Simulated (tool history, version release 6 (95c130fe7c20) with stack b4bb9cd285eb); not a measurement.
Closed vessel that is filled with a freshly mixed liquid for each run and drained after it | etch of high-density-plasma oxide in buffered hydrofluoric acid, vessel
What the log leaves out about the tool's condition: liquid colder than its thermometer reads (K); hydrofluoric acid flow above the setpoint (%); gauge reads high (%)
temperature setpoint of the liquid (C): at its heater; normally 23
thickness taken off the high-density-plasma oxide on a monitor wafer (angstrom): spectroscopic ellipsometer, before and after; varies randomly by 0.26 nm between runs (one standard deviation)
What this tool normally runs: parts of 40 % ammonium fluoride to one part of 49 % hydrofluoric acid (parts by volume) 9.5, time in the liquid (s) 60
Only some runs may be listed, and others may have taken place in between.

run   hour  temperature setpoint of the liquid (C)  parts of 40 % ammonium fluoride to one part of 49 % hydrofluoric acid (parts by volume)  time in the liquid (s)  wafers since the last listed run  hours since the thermometer was replaced  hours since the hydrofluoric acid flow meter was replaced  hours since the gauge calibration  read-back film thickness of the high-density-plasma oxide reference wafer, read on the same gauge (nm)  thickness taken off the high-density-plasma oxide on a monitor wafer (angstrom)
  1      0                                      23                                                                                      9.5                      60                                 0                                      1343                                                      126.9                                 63                                                                                                   69.98                                                                              741
  2   84.3                                      23                                                                                      9.5                      60                              6014                                    1427.3                                                      211.2                              147.3                                                                                                   69.99                                                                            747.4
  3  147.1                                      23                                                                                      9.5                      60                              4480                                    1490.1                                                        274                              210.1                                                                                                   70.01                                                                            747.5
  4  164.6                                      23                                                                                      9.5                      60                              1248                                    1507.6                                                      291.5                              227.6                                                                                                   70.01                                                                            742.4
  5  187.4                                      23                                                                                      9.5                      60                              1626                                    1530.4                                                      314.3                              250.4                                                                                                      70                                                                            753.1
  6  214.8                                      23                                                                                       11                      85                              1954                                    1557.8                                                      341.7                              277.8                                                                                                   69.99                                                                            947.9
  7  233.9                                      23                                                                                       11                      85                              1362                                    1576.9                                                      360.8                              296.9                                                                                                   70.01                                                                            944.8
  8  256.4                                      25                                                                                        8                      60                              1605                                    1599.4                                                      383.3                              319.4                                                                                                   70.01                                                                            997.8
  9  269.5                                    26.5                                                                                      9.5                      60                               934                                    1612.5                                                      396.4                              332.5                                                                                                   69.98                                                                            904.9
 10  298.2                                      19                                                                                       12                      40                              2047                                    1641.2                                                      425.1                              361.2                                                                                                   70.02                                                                            330.9
 11  320.7                                      23                                                                                        8                      60                              1605                                    1663.7                                                      447.6                              383.7                                                                                                   69.98                                                                            903.1
     323.5  -- thermometer replaced
     330.5  -- gauge calibrated
 12  347.6                                      23                                                                                       13                      60                              1847                                      24.1                                                      474.5                               17.1                                                                                                   70.01                                                                              574
     368.3  -- hydrofluoric acid flow meter replaced
 13  368.8                                      23                                                                                      9.5                      35                              1441                                      45.3                                                        0.5                               38.3                                                                                                   69.98                                                                            428.7
 14  393.7                                    25.5                                                                                        6                      85                              1776                                      70.2                                                       25.4                               63.2                                                                                                      70                                                                           1851.5
 15  420.6                                      23                                                                                      9.5                      60                              1919                                      97.1                                                       52.3                               90.1                                                                                                   69.99                                                                            735.1
 16  449.6                                    26.5                                                                                      9.5                      60                              2068                                     126.1                                                       81.3                              119.1                                                                                                   70.01                                                                            890.7
 17    467                                      23                                                                                       11                      85                              1241                                     143.5                                                       98.7                              136.5                                                                                                   70.01                                                                            926.1

Hidden condition of the tool, last listed run before each entry between runs versus first listed run after:
From run 11 to run 12: thermometer replaced (hour 323.5); gauge calibrated (hour 330.5)
  hydrofluoric acid flow above the setpoint (%): 4.33 -> 4.57
  measured result minus the result with no hidden state, thickness taken off the high-density-plasma oxide on a monitor wafer (angstrom): +40.5 -> +24.6
From run 12 to run 13: hydrofluoric acid flow meter replaced (hour 368.3)
  hydrofluoric acid flow above the setpoint (%): 4.57 -> 0.177
  measured result minus the result with no hidden state, thickness taken off the high-density-plasma oxide on a monitor wafer (angstrom): +24.6 -> +0.5
